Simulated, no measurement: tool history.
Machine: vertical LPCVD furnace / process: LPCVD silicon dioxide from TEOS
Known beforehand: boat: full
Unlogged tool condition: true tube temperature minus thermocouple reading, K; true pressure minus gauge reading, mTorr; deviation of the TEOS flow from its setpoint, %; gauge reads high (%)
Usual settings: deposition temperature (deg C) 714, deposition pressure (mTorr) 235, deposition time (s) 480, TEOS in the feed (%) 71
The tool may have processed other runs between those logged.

| run | hour | deposition temperature (deg C) | deposition pressure (mTorr) | deposition time (s) | TEOS in the feed (%) | wafers since the last listed run | hours since the last temperature calibration | hours since the pressure gauge was zeroed | hours since the TEOS flow controller was replaced | hours since the gauge calibration | read-back reference wafer on the same gauge, thickness | film thickness on the monitor wafer in the middle of the boat (Å) |
|---|---|---|---|---|---|---|---|---|---|---|---|---|
| 1 | 0.0 | 714 | 235 | 480 | 71 | 0 | 2151.8 | 1306.5 | 4213.7 | 669.4 | 79.87 | 696.9 |
| 2 | 62.0 | 714 | 235 | 480 | 71 | 761 | 2213.8 | 1368.5 | 4275.7 | 731.4 | 79.79 | 695.2 |
| 3 | 110.9 | 714 | 235 | 480 | 71 | 600 | 2262.7 | 1417.4 | 4324.6 | 780.3 | 79.71 | 696.0 |
| 4 | 163.2 | 714 | 235 | 480 | 71 | 642 | 2315.0 | 1469.7 | 4376.9 | 832.6 | 79.80 | 699.7 |
| 5 | 224.4 | 714 | 235 | 480 | 71 | 751 | 2376.2 | 1530.9 | 4438.1 | 893.8 | 79.78 | 690.4 |
| 6 | 290.4 | 714 | 235 | 480 | 71 | 810 | 2442.2 | 1596.9 | 4504.1 | 959.8 | 79.54 | 691.3 |
|  | 343.7 | pressure gauge zeroed |
| 7 | 344.2 | 714 | 235 | 480 | 71 | 366 | 2496.0 | 0.5 | 4557.9 | 1013.6 | 79.79 | 695.1 |
| 8 | 405.3 | 714 | 235 | 360 | 71 | 750 | 2557.1 | 61.6 | 4619.0 | 1074.7 | 79.82 | 521.3 |
| 9 | 455.8 | 714 | 235 | 480 | 71 | 620 | 2607.6 | 112.1 | 4669.5 | 1125.2 | 79.65 | 692.7 |
| 10 | 485.8 | 714 | 215 | 480 | 71 | 368 | 2637.6 | 142.1 | 4699.5 | 1155.2 | 79.80 | 666.1 |
| 11 | 515.9 | 714 | 215 | 480 | 71 | 369 | 2667.7 | 172.2 | 4729.6 | 1185.3 | 79.67 | 666.8 |
| 12 | 570.1 | 714 | 235 | 480 | 71 | 665 | 2721.9 | 226.4 | 4783.8 | 1239.5 | 79.66 | 692.4 |
| 13 | 634.9 | 723 | 180 | 480 | 78 | 796 | 2786.7 | 291.2 | 4848.6 | 1304.3 | 79.68 | 774.7 |
| 14 | 685.6 | 723 | 265 | 420 | 82 | 622 | 2837.4 | 341.9 | 4899.3 | 1355.0 | 79.79 | 848.5 |
| 15 | 718.3 | 714 | 235 | 480 | 79 | 401 | 2870.1 | 374.6 | 4932.0 | 1387.7 | 79.92 | 734.5 |
|  | 755.9 | TEOS flow controller replaced |
|  | 829.6 | thermocouples replaced and temperature profile calibrated |
| 16 | 847.5 | 714 | 210 | 630 | 61 | 997 | 17.9 | 503.8 | 91.6 | 1516.9 | 79.66 | 794.0 |
| 17 | 872.8 | 707 | 210 | 390 | 71 | 310 | 43.2 | 529.1 | 116.9 | 1542.2 | 79.73 | 458.8 |
| 18 | 902.2 | 714 | 235 | 480 | 76 | 361 | 72.6 | 558.5 | 146.3 | 1571.6 | 79.64 | 720.6 |
| 19 | 927.3 | 710 | 265 | 480 | 71 | 308 | 97.7 | 583.6 | 171.4 | 1596.7 | 79.80 | 674.3 |
| 20 | 997.8 | 714 | 235 | 300 | 83 | 866 | 168.2 | 654.1 | 241.9 | 1667.2 | 79.74 | 467.6 |
| 21 | 1026.5 | 720 | 260 | 330 | 81 | 352 | 196.9 | 682.8 | 270.6 | 1695.9 | 79.75 | 616.0 |
| 22 | 1089.8 | 703 | 235 | 480 | 61 | 777 | 260.2 | 746.1 | 333.9 | 1759.2 | 79.60 | 500.5 |
| 23 | 1138.6 | 714 | 235 | 480 | 71 | 599 | 309.0 | 794.9 | 382.7 | 1808.0 | 79.64 | 690.4 |
| 24 | 1177.7 | 725 | 255 | 300 | 80 | 480 | 348.1 | 834.0 | 421.8 | 1847.1 | 79.71 | 615.2 |
|  | 1178.8 | gauge calibrated |
| 25 | 1380.1 | 714 | 235 | 480 | 71 | 2486 | 550.5 | 1036.4 | 624.2 | 201.3 | 79.66 | 696.7 |
| 26 | 1410.7 | 718 | 235 | 600 | 71 | 375 | 581.1 | 1067.0 | 654.8 | 231.9 | 79.68 | 952.6 |
| 27 | 1464.0 | 714 | 235 | 480 | 59 | 654 | 634.4 | 1120.3 | 708.1 | 285.2 | 79.60 | 637.1 |
| 28 | 1509.6 | 708 | 215 | 480 | 71 | 560 | 680.0 | 1165.9 | 753.7 | 330.8 | 79.96 | 580.4 |
| 29 | 1538.9 | 704 | 235 | 360 | 71 | 359 | 709.3 | 1195.2 | 783.0 | 360.1 | 79.64 | 413.9 |
| 30 | 1582.9 | 714 | 235 | 480 | 71 | 540 | 753.3 | 1239.2 | 827.0 | 404.1 | 79.53 | 690.7 |
| 31 | 1615.1 | 714 | 235 | 480 | 71 | 395 | 785.5 | 1271.4 | 859.2 | 436.3 | 79.64 | 695.8 |
| 32 | 1679.0 | 711 | 285 | 480 | 71 | 785 | 849.4 | 1335.3 | 923.1 | 500.2 | 79.74 | 714.1 |

Each row is a separate what-if for the run after 32, all from the same tool condition, not one after another. Results?
| A | 1683.9 | 714 | 235 | 480 | 71 | 60 | 854.3 | 1340.2 | 928.0 | 505.1 | ? | ? |
| B | 1683.9 | 706 | 235 | 480 | 71 | 60 | 854.3 | 1340.2 | 928.0 | 505.1 | ? | ? |
| C | 1683.9 | 720 | 235 | 390 | 71 | 60 | 854.3 | 1340.2 | 928.0 | 505.1 | ? | ? |

| run | read-back reference wafer on the same gauge, thickness | film thickness on the monitor wafer in the middle of the boat (Å) |
|---|---|---|
| A | 79.76 | 700.3 |
| B | 79.76 | 583.6 |
| C | 79.76 | 651.1 |
With no hidden state in the tool, these same runs would have given:
| run | film thickness on the monitor wafer in the middle of the boat (Å) |
|---|---|
| A | 700.3 |
| B | 583.6 |
| C | 651.1 |
